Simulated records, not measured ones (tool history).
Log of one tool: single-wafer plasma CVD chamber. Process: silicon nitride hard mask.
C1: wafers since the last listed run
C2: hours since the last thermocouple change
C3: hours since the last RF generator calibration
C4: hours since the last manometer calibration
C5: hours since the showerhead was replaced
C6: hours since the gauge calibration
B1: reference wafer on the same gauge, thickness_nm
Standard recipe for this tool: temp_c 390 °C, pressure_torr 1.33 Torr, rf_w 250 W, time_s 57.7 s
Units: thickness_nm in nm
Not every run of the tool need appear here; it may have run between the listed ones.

run 1 hour=0 | temp_c=390 pressure_torr=1.33 rf_w=250 time_s=57.7 | C1=0 C2=328.2 C3=1413.7 C4=1302 C5=5830.3 C6=830.4 | B1=49.455 | thickness_nm=58.231
run 2 hour=78.1 | temp_c=390 pressure_torr=1.33 rf_w=250 time_s=57.7 | C1=1362 C2=406.3 C3=1491.8 C4=1380.1 C5=5908.4 C6=908.5 | B1=49.54 | thickness_nm=57.826
run 3 hour=145.7 | temp_c=390 pressure_torr=1.33 rf_w=280 time_s=57.7 | C1=1179 C2=473.9 C3=1559.4 C4=1447.7 C5=5976 C6=976.1 | B1=49.476 | thickness_nm=64.071
run 4 hour=222.6 | temp_c=390 pressure_torr=1.33 rf_w=280 time_s=57.7 | C1=1341 C2=550.8 C3=1636.3 C4=1524.6 C5=6052.9 C6=1053 | B1=49.455 | thickness_nm=63.898
run 5 hour=370 | temp_c=390 pressure_torr=1.33 rf_w=280 time_s=57.7 | C1=2570 C2=698.2 C3=1783.7 C4=1672 C5=6200.3 C6=1200.4 | B1=49.394 | thickness_nm=63.987
run 6 hour=415.2 | temp_c=390 pressure_torr=1.33 rf_w=250 time_s=57.7 | C1=788 C2=743.4 C3=1828.9 C4=1717.2 C5=6245.5 C6=1245.6 | B1=49.384 | thickness_nm=56.885
run 7 hour=491 | temp_c=390 pressure_torr=1.33 rf_w=250 time_s=57.7 | C1=1322 C2=819.2 C3=1904.7 C4=1793 C5=6321.3 C6=1321.4 | B1=49.487 | thickness_nm=56.846
-- hour=562.3 showerhead replaced
-- hour=568.9 RF generator calibrated
run 8 hour=569.4 | temp_c=390 pressure_torr=1.33 rf_w=250 time_s=57.7 | C1=1112 C2=897.6 C3=0.5 C4=1871.4 C5=7.1 C6=1399.8 | B1=49.492 | thickness_nm=60.812
run 9 hour=651.6 | temp_c=390 pressure_torr=1.33 rf_w=265 time_s=57.7 | C1=1433 C2=979.8 C3=82.7 C4=1953.6 C5=89.3 C6=1482 | B1=49.424 | thickness_nm=64.121
run 10 hour=736.2 | temp_c=390 pressure_torr=1.33 rf_w=265 time_s=57.7 | C1=1475 C2=1064.4 C3=167.3 C4=2038.2 C5=173.9 C6=1566.6 | B1=49.569 | thickness_nm=63.655
run 11 hour=799.8 | temp_c=379 pressure_torr=1.53 rf_w=220 time_s=63.5 | C1=1109 C2=1128 C3=230.9 C4=2101.8 C5=237.5 C6=1630.2 | B1=49.563 | thickness_nm=60.491
-- hour=862.4 capacitance manometer re-zeroed and calibrated
-- hour=879.7 gauge calibrated
run 12 hour=902.3 | temp_c=390 pressure_torr=1.33 rf_w=250 time_s=57.7 | C1=1648 C2=1230.5 C3=333.4 C4=39.9 C5=340 C6=22.6 | B1=49.575 | thickness_nm=60.024
run 13 hour=979.6 | temp_c=390 pressure_torr=1.33 rf_w=250 time_s=53.2 | C1=1348 C2=1307.8 C3=410.7 C4=117.2 C5=417.3 C6=99.9 | B1=49.502 | thickness_nm=55.027
-- hour=1038.4 thermocouple changed; heater temperature recalibrated
run 14 hour=1068.4 | temp_c=399 pressure_torr=1.52 rf_w=290 time_s=57.7 | C1=1409 C2=30 C3=499.5 C4=206 C5=506.1 C6=188.7 | B1=49.508 | thickness_nm=70.458
run 15 hour=1129.8 | temp_c=397 pressure_torr=1.56 rf_w=225 time_s=57.7 | C1=1070 C2=91.4 C3=560.9 C4=267.4 C5=567.5 C6=250.1 | B1=49.428 | thickness_nm=54.984
run 16 hour=1213.5 | temp_c=390 pressure_torr=1.33 rf_w=250 time_s=52.4 | C1=1459 C2=175.1 C3=644.6 C4=351.1 C5=651.2 C6=333.8 | B1=49.433 | thickness_nm=53.328
run 17 hour=1292.2 | temp_c=390 pressure_torr=1.33 rf_w=250 time_s=57.7 | C1=1372 C2=253.8 C3=723.3 C4=429.8 C5=729.9 C6=412.5 | B1=49.428 | thickness_nm=58.462
run 18 hour=1343.6 | temp_c=390 pressure_torr=1.33 rf_w=205 time_s=57.7 | C1=896 C2=305.2 C3=774.7 C4=481.2 C5=781.3 C6=463.9 | B1=49.504 | thickness_nm=47.559
run 19 hour=1442.2 | temp_c=390 pressure_torr=1.58 rf_w=250 time_s=57.7 | C1=1719 C2=403.8 C3=873.3 C4=579.8 C5=879.9 C6=562.5 | B1=49.497 | thickness_nm=61.538
run 20 hour=1500.2 | temp_c=380 pressure_torr=1.09 rf_w=275 time_s=62.7 | C1=1011 C2=461.8 C3=931.3 C4=637.8 C5=937.9 C6=620.5 | B1=49.515 | thickness_nm=64.604

3 options for the next run, each taken on its own from the tool as it stands now. Forecast them:
run A hour=1500.6 | temp_c=390 pressure_torr=1.33 rf_w=250 time_s=57.7 | C1=6 C2=462.2 C3=931.7 C4=638.2 C5=938.3 C6=620.9 | B1=? | thickness_nm=?
run B hour=1500.6 | temp_c=400 pressure_torr=1.33 rf_w=205 time_s=57.7 | C1=6 C2=462.2 C3=931.7 C4=638.2 C5=938.3 C6=620.9 | B1=? | thickness_nm=?
run C hour=1500.6 | temp_c=380 pressure_torr=1.16 rf_w=250 time_s=62.2 | C1=6 C2=462.2 C3=931.7 C4=638.2 C5=938.3 C6=620.9 | B1=? | thickness_nm=?

run=A B1=49.629 thickness_nm=58.03
run=B B1=49.629 thickness_nm=46.684
run=C B1=49.629 thickness_nm=60.116
The same runs, with their run-to-run variation unchanged, on a tool lacking any hidden condition would have given:
run=A thickness_nm=61.122
run=B thickness_nm=49.444
run=C thickness_nm=63.319
